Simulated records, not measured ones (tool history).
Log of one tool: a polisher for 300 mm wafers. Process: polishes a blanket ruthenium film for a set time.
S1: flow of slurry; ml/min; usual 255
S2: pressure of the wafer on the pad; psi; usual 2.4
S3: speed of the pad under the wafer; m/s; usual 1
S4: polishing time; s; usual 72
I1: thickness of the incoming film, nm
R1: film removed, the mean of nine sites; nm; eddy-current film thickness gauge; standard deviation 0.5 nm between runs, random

run,hour,S1,S2,S3,S4,I1,R1
1,0,255,2.1,0.92,72,371.9,68.5
# hour 51.2: worn pad replaced by a new one
2,74.8,255,2.1,0.92,72,367.2,68.7
3,117.9,255,2.1,0.92,72,368.1,68.3
4,181.2,255,2.4,1,72,374.4,81.9
5,238.3,255,2.4,1,72,373.4,81.4
# hour 269.1: worn pad replaced by a new one
6,337.8,255,2.4,1,72,367,80.9
7,380.5,255,2.4,1,72,372,82.3
# hour 400.1: slurry nozzle cleaned
8,461.2,255,2.4,1,72,370.3,83.6
# hour 491.1: worn pad replaced by a new one
9,547,255,2.4,1,72,373.6,83.3
10,622.5,295,2.4,1,72,368.4,85.7
11,681.8,300,2.9,0.9,84,369.8,110
12,765.2,255,2.1,0.88,72,373.1,70.3
# hour 773.8: worn pad replaced by a new one
13,835.2,255,2.4,1,72,368.6,87.8

Expected results for the next run?
# hour 847.4: head pressure recalibrated
14,912.7,255,2.4,1,65,364.3,?

R1: 70.8 nm
If the tool had no hidden condition, the same run with the same run-to-run variation would have returned R1 71.3 nm.
